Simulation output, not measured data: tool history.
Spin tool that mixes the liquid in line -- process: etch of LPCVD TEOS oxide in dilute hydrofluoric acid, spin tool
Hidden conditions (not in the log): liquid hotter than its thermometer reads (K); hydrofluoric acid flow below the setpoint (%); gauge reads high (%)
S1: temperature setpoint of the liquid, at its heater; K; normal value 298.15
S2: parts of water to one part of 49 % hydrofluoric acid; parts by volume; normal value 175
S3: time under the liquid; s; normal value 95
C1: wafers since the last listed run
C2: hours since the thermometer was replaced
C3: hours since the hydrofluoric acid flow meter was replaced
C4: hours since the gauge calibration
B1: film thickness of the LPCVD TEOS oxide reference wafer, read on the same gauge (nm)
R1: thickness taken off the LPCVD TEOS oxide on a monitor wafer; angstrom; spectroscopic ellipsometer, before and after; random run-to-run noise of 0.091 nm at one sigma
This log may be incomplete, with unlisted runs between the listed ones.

run 1 hour=0 | S1=298.15 S2=175 S3=95 | C1=0 C2=235.4 C3=1920.4 C4=39.3 | B1=130.02 | R1=249.9
run 2 hour=33.2 | S1=298.15 S2=175 S3=95 | C1=424 C2=268.6 C3=1953.6 C4=72.5 | B1=129.99 | R1=251.7
run 3 hour=52.1 | S1=298.15 S2=175 S3=95 | C1=241 C2=287.5 C3=1972.5 C4=91.4 | B1=129.96 | R1=251.7
run 4 hour=74.5 | S1=298.15 S2=175 S3=95 | C1=286 C2=309.9 C3=1994.9 C4=113.8 | B1=129.99 | R1=250
run 5 hour=104.2 | S1=298.15 S2=175 S3=95 | C1=379 C2=339.6 C3=2024.6 C4=143.5 | B1=129.96 | R1=252.3
run 6 hour=128.9 | S1=298.15 S2=175 S3=95 | C1=315 C2=364.3 C3=2049.3 C4=168.2 | B1=129.96 | R1=250.7
run 7 hour=141 | S1=298.15 S2=175 S3=95 | C1=154 C2=376.4 C3=2061.4 C4=180.3 | B1=130.03 | R1=251
run 8 hour=160.6 | S1=300.65 S2=175 S3=95 | C1=250 C2=396 C3=2081 C4=199.9 | B1=129.99 | R1=276.4
run 9 hour=175.4 | S1=298.15 S2=175 S3=115 | C1=189 C2=410.8 C3=2095.8 C4=214.7 | B1=130 | R1=304.8
run 10 hour=199.9 | S1=298.15 S2=175 S3=115 | C1=313 C2=435.3 C3=2120.3 C4=239.2 | B1=129.99 | R1=306.4
run 11 hour=223.1 | S1=298.15 S2=175 S3=95 | C1=296 C2=458.5 C3=2143.5 C4=262.4 | B1=130 | R1=253
run 12 hour=245.2 | S1=298.15 S2=175 S3=95 | C1=282 C2=480.6 C3=2165.6 C4=284.5 | B1=130.01 | R1=251.1
-- hour=247.6 hydrofluoric acid flow meter replaced
run 13 hour=260 | S1=301.15 S2=115 S3=95 | C1=176 C2=495.4 C3=12.4 C4=299.3 | B1=130.02 | R1=462.6
run 14 hour=288.8 | S1=298.15 S2=175 S3=95 | C1=368 C2=524.2 C3=41.2 C4=328.1 | B1=130.01 | R1=253.3
-- hour=340.7 gauge calibrated
run 15 hour=384.9 | S1=301.65 S2=240 S3=60 | C1=1229 C2=620.3 C3=137.3 C4=44.2 | B1=130.02 | R1=123.4
run 16 hour=403.6 | S1=295.65 S2=175 S3=95 | C1=239 C2=639 C3=156 C4=62.9 | B1=130.01 | R1=231.3
-- hour=405.7 thermometer replaced
run 17 hour=422.6 | S1=293.65 S2=210 S3=95 | C1=230 C2=16.9 C3=175 C4=81.9 | B1=129.96 | R1=168.1
run 18 hour=438.4 | S1=298.15 S2=175 S3=95 | C1=202 C2=32.7 C3=190.8 C4=97.7 | B1=130.02 | R1=248.8
run 19 hour=454.2 | S1=294.15 S2=215 S3=130 | C1=202 C2=48.5 C3=206.6 C4=113.5 | B1=129.98 | R1=229.4
run 20 hour=477.2 | S1=298.15 S2=175 S3=95 | C1=294 C2=71.5 C3=229.6 C4=136.5 | B1=130 | R1=249.6

Expected results for the next run?
run 21 hour=507.1 | S1=295.15 S2=245 S3=95 | C1=382 C2=101.4 C3=259.5 C4=166.4 | B1=? | R1=?

B1: 129.98
R1: 148.5 angstrom
On a tool with no hidden condition, and with the same random variation, this run would have come out at R1 147.5 angstrom.

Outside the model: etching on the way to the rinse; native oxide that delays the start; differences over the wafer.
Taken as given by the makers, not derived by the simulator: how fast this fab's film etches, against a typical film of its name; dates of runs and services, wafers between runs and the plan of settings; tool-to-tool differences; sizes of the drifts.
